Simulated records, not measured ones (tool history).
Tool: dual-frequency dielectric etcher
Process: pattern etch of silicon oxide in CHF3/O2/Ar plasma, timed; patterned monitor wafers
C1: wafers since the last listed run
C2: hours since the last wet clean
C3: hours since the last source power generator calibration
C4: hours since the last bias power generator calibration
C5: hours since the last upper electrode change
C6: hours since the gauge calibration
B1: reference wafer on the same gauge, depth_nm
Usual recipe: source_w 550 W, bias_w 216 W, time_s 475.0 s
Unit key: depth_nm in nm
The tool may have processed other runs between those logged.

{"run": 1, "hour": 0.0, "source_w": 550, "bias_w": 216, "time_s": 475.0, "C1": 0, "C2": 114.2, "C3": 1609.3, "C4": 970.8, "C5": 4179.6, "C6": 860.2, "B1": 1190.1, "depth_nm": 1051.0}
{"hour": 29.7, "done": "gauge calibrated"}
{"run": 2, "hour": 90.4, "source_w": 550, "bias_w": 216, "time_s": 475.0, "C1": 331, "C2": 204.6, "C3": 1699.7, "C4": 1061.2, "C5": 4270.0, "C6": 60.7, "B1": 1189.5, "depth_nm": 1044.1}
{"run": 3, "hour": 171.4, "source_w": 550, "bias_w": 216, "time_s": 475.0, "C1": 296, "C2": 285.6, "C3": 1780.7, "C4": 1142.2, "C5": 4351.0, "C6": 141.7, "B1": 1189.7, "depth_nm": 1046.8}
{"hour": 271.6, "done": "wet clean of the chamber"}
{"run": 4, "hour": 272.1, "source_w": 550, "bias_w": 216, "time_s": 475.0, "C1": 281, "C2": 0.5, "C3": 1881.4, "C4": 1242.9, "C5": 4451.7, "C6": 242.4, "B1": 1190.4, "depth_nm": 1047.3}
{"run": 5, "hour": 325.4, "source_w": 550, "bias_w": 216, "time_s": 475.0, "C1": 195, "C2": 53.8, "C3": 1934.7, "C4": 1296.2, "C5": 4505.0, "C6": 295.7, "B1": 1189.6, "depth_nm": 1043.2}
{"run": 6, "hour": 433.0, "source_w": 550, "bias_w": 236, "time_s": 475.0, "C1": 394, "C2": 161.4, "C3": 2042.3, "C4": 1403.8, "C5": 4612.6, "C6": 403.3, "B1": 1190.4, "depth_nm": 1078.1}
{"run": 7, "hour": 523.9, "source_w": 550, "bias_w": 216, "time_s": 367.5, "C1": 333, "C2": 252.3, "C3": 2133.2, "C4": 1494.7, "C5": 4703.5, "C6": 494.2, "B1": 1190.3, "depth_nm": 806.3}
{"hour": 592.5, "done": "upper electrode replaced"}
{"run": 8, "hour": 593.0, "source_w": 550, "bias_w": 216, "time_s": 367.5, "C1": 165, "C2": 321.4, "C3": 2202.3, "C4": 1563.8, "C5": 0.5, "C6": 563.3, "B1": 1189.6, "depth_nm": 806.7}
{"run": 9, "hour": 615.8, "source_w": 550, "bias_w": 216, "time_s": 475.0, "C1": 83, "C2": 344.2, "C3": 2225.1, "C4": 1586.6, "C5": 23.3, "C6": 586.1, "B1": 1189.3, "depth_nm": 1040.6}
{"run": 10, "hour": 661.5, "source_w": 550, "bias_w": 216, "time_s": 475.0, "C1": 167, "C2": 389.9, "C3": 2270.8, "C4": 1632.3, "C5": 69.0, "C6": 631.8, "B1": 1190.7, "depth_nm": 1040.3}
{"hour": 709.8, "done": "wet clean of the chamber"}
{"run": 11, "hour": 710.3, "source_w": 420, "bias_w": 216, "time_s": 475.0, "C1": 90, "C2": 0.5, "C3": 2319.6, "C4": 1681.1, "C5": 117.8, "C6": 680.6, "B1": 1190.0, "depth_nm": 965.2}
{"run": 12, "hour": 786.1, "source_w": 660, "bias_w": 263, "time_s": 585.0, "C1": 277, "C2": 76.3, "C3": 2395.4, "C4": 1756.9, "C5": 193.6, "C6": 756.4, "B1": 1189.1, "depth_nm": 1440.5}
{"hour": 800.1, "done": "source power generator calibrated"}
{"run": 13, "hour": 833.1, "source_w": 550, "bias_w": 216, "time_s": 475.0, "C1": 157, "C2": 123.3, "C3": 33.0, "C4": 1803.9, "C5": 240.6, "C6": 803.4, "B1": 1189.9, "depth_nm": 1071.2}
{"run": 14, "hour": 896.4, "source_w": 630, "bias_w": 232, "time_s": 513.5, "C1": 231, "C2": 186.6, "C3": 96.3, "C4": 1867.2, "C5": 303.9, "C6": 866.7, "B1": 1190.9, "depth_nm": 1232.9}
{"hour": 943.1, "done": "gauge calibrated"}
{"run": 15, "hour": 960.1, "source_w": 480, "bias_w": 265, "time_s": 475.0, "C1": 233, "C2": 250.3, "C3": 160.0, "C4": 1930.9, "C5": 367.6, "C6": 17.0, "B1": 1190.8, "depth_nm": 1103.2}

Predict the results of run 16:
{"hour": 1062.3, "done": "source power generator calibrated, repeated, since the last time left the tool worse"}
{"hour": 1064.6, "done": "bias power generator calibrated"}
{"run": 16, "hour": 1067.3, "source_w": 550, "bias_w": 216, "time_s": 475.0, "C1": 369, "C2": 357.5, "C3": 5.0, "C4": 2.7, "C5": 474.8, "C6": 124.2, "B1": "?", "depth_nm": "?"}

B1: 1190.2
depth_nm: 1049.7 nm
Had the tool carried no hidden state, the very same run would have given depth_nm 1049.6 nm.
